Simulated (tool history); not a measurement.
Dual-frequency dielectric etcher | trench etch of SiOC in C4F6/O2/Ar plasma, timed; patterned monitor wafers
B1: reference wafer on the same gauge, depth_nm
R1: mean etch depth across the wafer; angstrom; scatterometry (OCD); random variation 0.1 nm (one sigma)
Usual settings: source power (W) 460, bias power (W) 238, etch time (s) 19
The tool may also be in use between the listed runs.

Run 1, hour 0: usual settings; B1 56.67. Result: R1 476.7 angstrom.
Run 2, hour 70.2: usual settings but bias power (W) 207; B1 56.74. Result: R1 452.4 angstrom.
Run 3, hour 107.7: usual settings but bias power (W) 274; B1 56.85. Result: R1 503.5 angstrom.
Run 4, hour 166.2: usual settings; B1 56.78. Result: R1 479.5 angstrom.
Run 5, hour 232.1: usual settings; B1 56.92. Result: R1 479 angstrom.
At hour 299.6: wet clean of the chamber.
Run 6, hour 300.1: usual settings; B1 57.03. Result: R1 477.9 angstrom.
Run 7, hour 342.6: usual settings; B1 57.11. Result: R1 478.9 angstrom.
At hour 383.6: bias power generator calibrated.
Run 8, hour 384.1: usual settings; B1 57.06. Result: R1 479.9 angstrom.
Run 9, hour 434: usual settings; B1 57.2. Result: R1 479.1 angstrom.
At hour 466: source power generator calibrated.
Run 10, hour 466.5: usual settings but etch time (s) 17.5; B1 57.24. Result: R1 442.2 angstrom.
At hour 524.2: upper electrode replaced.
Run 11, hour 524.7: usual settings but source power (W) 500, bias power (W) 255; B1 57.27. Result: R1 505.4 angstrom.
Run 12, hour 551.7: usual settings but etch time (s) 23.5; B1 57.26. Result: R1 597 angstrom.
Run 13, hour 595.8: usual settings but source power (W) 570; B1 57.31. Result: R1 509.6 angstrom.
Run 14, hour 634.9: usual settings; B1 57.38. Result: R1 483 angstrom.
At hour 641.7: gauge calibrated.
Run 15, hour 697.2: usual settings but source power (W) 370, bias power (W) 210, etch time (s) 22.5; B1 56.41. Result: R1 508 angstrom.
Run 16, hour 739: usual settings but source power (W) 500, etch time (s) 22; B1 56.5. Result: R1 561.3 angstrom.
Run 17, hour 809.1: usual settings but source power (W) 400; B1 56.53. Result: R1 458.7 angstrom.
Run 18, hour 834.1: usual settings but source power (W) 410, bias power (W) 288, etch time (s) 22.5; B1 56.56. Result: R1 592.4 angstrom.

Forecast each of these 3 alternatives for the next run:
Run A, hour 834.5: usual settings but etch time (s) 14.5; B1 ?. Result: R1 ?.
Run B, hour 834.5: usual settings but source power (W) 360, bias power (W) 262, etch time (s) 22; B1 ?. Result: R1 ?.
Run C, hour 834.5: usual settings but source power (W) 500, bias power (W) 184, etch time (s) 20.5; B1 ?. Result: R1 ?.

run    B1     R1
  A  56.6  362.7
  B  56.6  538.8
  C  56.6  474.9
Without the tool's hidden state the same runs would have given:
run     R1
  A  361.7
  B  537.3
  C  473.5

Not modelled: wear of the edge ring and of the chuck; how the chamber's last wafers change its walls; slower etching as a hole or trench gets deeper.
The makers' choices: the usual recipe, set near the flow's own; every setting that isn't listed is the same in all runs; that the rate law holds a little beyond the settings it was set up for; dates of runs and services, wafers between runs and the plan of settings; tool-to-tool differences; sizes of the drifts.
